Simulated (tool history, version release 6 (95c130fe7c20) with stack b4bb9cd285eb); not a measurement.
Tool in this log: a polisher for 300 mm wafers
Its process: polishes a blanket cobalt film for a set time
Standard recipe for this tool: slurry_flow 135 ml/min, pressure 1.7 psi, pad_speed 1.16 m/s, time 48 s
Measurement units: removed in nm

run,hour,slurry_flow,pressure,pad_speed,time,"incoming thickness of the incoming film, nm",removed
1,0,135,1.7,1.16,48,679.2,178.7
# hour 23.6: slurry nozzle cleaned
2,95.7,135,1.7,1.16,48,686.4,174.2
3,171.3,135,1.7,1.16,48,668.7,174.9
4,233.8,135,1.7,1.16,48,688,175.4
5,302.2,135,1.7,1.16,52,672,191.7
# hour 360.2: head pressure recalibrated
# hour 394.5: worn pad replaced by a new one
6,408.3,135,1.7,1.16,52,687.8,212.5
7,483.2,160,1.7,1.16,48,686.7,193.8
8,570.2,160,1.7,1.16,48,686.3,190.9
9,609.6,160,1.7,1.16,48,669.5,190.3
10,652.1,135,2,1.16,48,676.3,211.3
11,701.4,135,2,1.16,48,676.8,212.3
12,743.9,135,1.7,1.32,48,678.7,196.2
# hour 771.8: slurry nozzle cleaned
13,1000,135,2.1,1.16,48,679.1,209.5
# hour 1015.2: worn pad replaced by a new one
# hour 1023.5: head pressure recalibrated
14,1099.7,135,2.1,1.16,48,666,235.3
15,1150,135,1.2,1.16,48,687.4,130.3
16,1242.4,135,1.7,1.16,48,672.1,176.3
17,1302.3,160,1.7,1.34,48,675.8,198.2
18,1399.5,135,1.7,1.16,33,680.7,117.1
# hour 1404.1: slurry nozzle cleaned
19,1462.8,95,2.1,0.98,48,671.7,178.9
20,1556.4,135,1.3,0.8,48,685.4,106.4
# hour 1574.3: worn pad replaced by a new one
21,1599.4,135,1.7,1.16,48,675.3,178.2
# hour 1660.1: head pressure recalibrated
22,1671.1,150,1.7,1.5,48,672.6,232.1
23,1749.3,135,1.3,1.16,38,687.3,111.6
24,1837.2,100,1.7,1.54,63,682.6,267.6
25,1908.8,170,1.2,1.34,48,679.7,145.6
26,2006.1,135,1.7,1.16,33,665.2,118.7
27,2077.8,120,2.1,0.84,41,677,148.1
# hour 2141.8: slurry nozzle cleaned
28,2173.8,135,1.7,1.16,48,683.3,176.9
29,2240.1,170,1.7,1.16,32,667.2,119
# hour 2299.8: worn pad replaced by a new one
# hour 2316.6: head pressure recalibrated
30,2439.8,160,1.4,1.28,62,675.6,222.2
31,2475.8,110,2.2,0.82,42,684.6,163.1
32,2572.6,135,2,1.06,48,681.9,195.4
33,2621.6,165,1.7,0.8,48,683.8,149.3
34,2692.8,135,1.7,1.16,48,688.3,175.4
# hour 2743.2: slurry nozzle cleaned
35,2799.1,125,1.7,0.86,48,680.2,144.5
36,2900.2,135,1.7,1.16,48,679.9,168.4

Hidden state or all else? Some run-to-run changes of removed, split into what the settings, what came in and random variation would give without the hidden state, and what is left for the hidden state (with any gauge scatter that isn't in both results):
Hidden state present: removal rate lost through wear of the pad, %; slurry flow missing at the pad, %; deviation of the head's pressure from its setpoint, %.
Run 5 -> 6: head pressure recalibrated, worn pad replaced by a new one. removed +20.8 nm: hidden state +23.2, all else -2.4.
Run 21 -> 22: slurry_flow 135 -> 150, pad_speed 1.16 -> 1.5, head pressure recalibrated. removed +53.9 nm: hidden state +22.4, all else +31.5.
Run 22 -> 23: slurry_flow 150 -> 135, pressure 1.7 -> 1.3, pad_speed 1.5 -> 1.16, time 48 -> 38. removed -120.5 nm: hidden state -2.6, all else -117.9.
Run 23 -> 24: slurry_flow 135 -> 100, pressure 1.3 -> 1.7, pad_speed 1.16 -> 1.54, time 38 -> 63. removed +156 nm: hidden state -16.5, all else +172.5.
Run 24 -> 25: slurry_flow 100 -> 170, pressure 1.7 -> 1.2, pad_speed 1.54 -> 1.34, time 63 -> 48. removed -122 nm: hidden state +7.4, all else -129.4.

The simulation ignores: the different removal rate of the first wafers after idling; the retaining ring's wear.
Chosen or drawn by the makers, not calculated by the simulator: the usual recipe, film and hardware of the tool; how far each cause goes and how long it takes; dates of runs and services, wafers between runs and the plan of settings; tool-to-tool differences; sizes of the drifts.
